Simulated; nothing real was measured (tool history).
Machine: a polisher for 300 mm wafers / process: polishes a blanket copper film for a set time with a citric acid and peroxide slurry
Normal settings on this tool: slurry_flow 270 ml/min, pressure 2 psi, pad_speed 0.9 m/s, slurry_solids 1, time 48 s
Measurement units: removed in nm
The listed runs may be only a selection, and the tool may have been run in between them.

run	day	slurry_flow	pressure	pad_speed	slurry_solids	time	wafers since the last listed run	wafers polished on this pad	hours since the slurry nozzle was cleaned	hours since the head pressure was calibrated	hours since the slurry blender was calibrated	incoming thickness of the incoming film, nm	removed
1	0	270	2	0.9	1	42	0	1125	429.8	1019.4	146.9	522	48.2
2	0.675	270	2	0.9	1	48	124	1249	446	1035.6	163.1	539.6	56.1
# day 1.042: worn pad replaced by a new one
3	1.725	270	2	0.9	1	48	162	125	471.2	1060.8	188.3	532.5	55
# day 2.15: slurry blender recalibrated
4	2.992	270	2	0.9	1	48	217	342	501.6	1091.2	20.2	535.9	57.3
5	3.621	270	2	0.9	1	48	115	458	516.7	1106.3	35.3	535.9	56.6
6	4.917	270	2	0.9	1	48	238	697	547.8	1137.4	66.4	538.1	57.7
7	6.158	270	2	0.9	1	48	228	925	577.6	1167.2	96.2	523	56.4
8	6.896	270	2	0.9	1	48	135	1061	595.3	1184.9	113.9	533.1	56.9
9	7.504	270	2	0.9	1	48	111	1172	609.9	1199.5	128.5	540.2	56.1
# day 8.862: slurry blender recalibrated
# day 8.904: worn pad replaced by a new one
10	8.925	270	2	0.9	1	48	237	3	644	1233.6	1.5	520.1	57.9
11	9.375	270	2	0.9	1	34	82	86	654.8	1244.4	12.3	529	41.3
# day 10.329: head pressure recalibrated
12	10.85	270	1.7	0.9	1	59	255	342	690.2	12.5	47.7	528.4	67.4
# day 11.592: slurry nozzle cleaned
13	12.317	270	2	0.9	1.2	32	262	604	17.4	47.7	82.9	524.3	42.9
14	13.046	270	2	0.9	0.8	37	134	738	34.9	65.2	100.4	536.7	46.3
15	13.846	345	2.6	1.2	1	62	147	885	54.1	84.4	119.6	525.6	127.6
16	14.371	270	2.2	0.9	1	61	96	982	66.7	97	132.2	521.3	84.9
17	15.146	270	2	0.76	1	48	142	1124	85.3	115.6	150.8	535.2	53.7
# day 15.867: slurry blender recalibrated
# day 15.95: worn pad replaced by a new one
18	16.342	365	2	0.9	1	48	189	71	114	144.3	11.4	527.4	62.6
19	17.483	270	2	0.9	1	48	209	281	141.4	171.7	38.8	540.3	61.9

Branching from run 19: 5 alternative next runs. What would each branch give?
A	17.5	270	2	1.12	1	48	3	284	141.8	172.1	39.2	530.7	?
B	17.5	270	2.4	0.9	0.8	48	3	284	141.8	172.1	39.2	530.7	?
C	17.5	270	2	0.58	1.25	48	3	284	141.8	172.1	39.2	530.7	?
D	17.5	230	1.6	0.64	1	48	3	284	141.8	172.1	39.2	530.7	?
E	17.5	270	2	0.9	1	54	3	284	141.8	172.1	39.2	530.7	?

run	removed
A	71.9
B	71.5
C	48.2
D	39.6
E	69.4
Without the tool's hidden state the same runs would have given:
run	removed
A	77.7
B	77.2
C	52
D	42.7
E	74.9
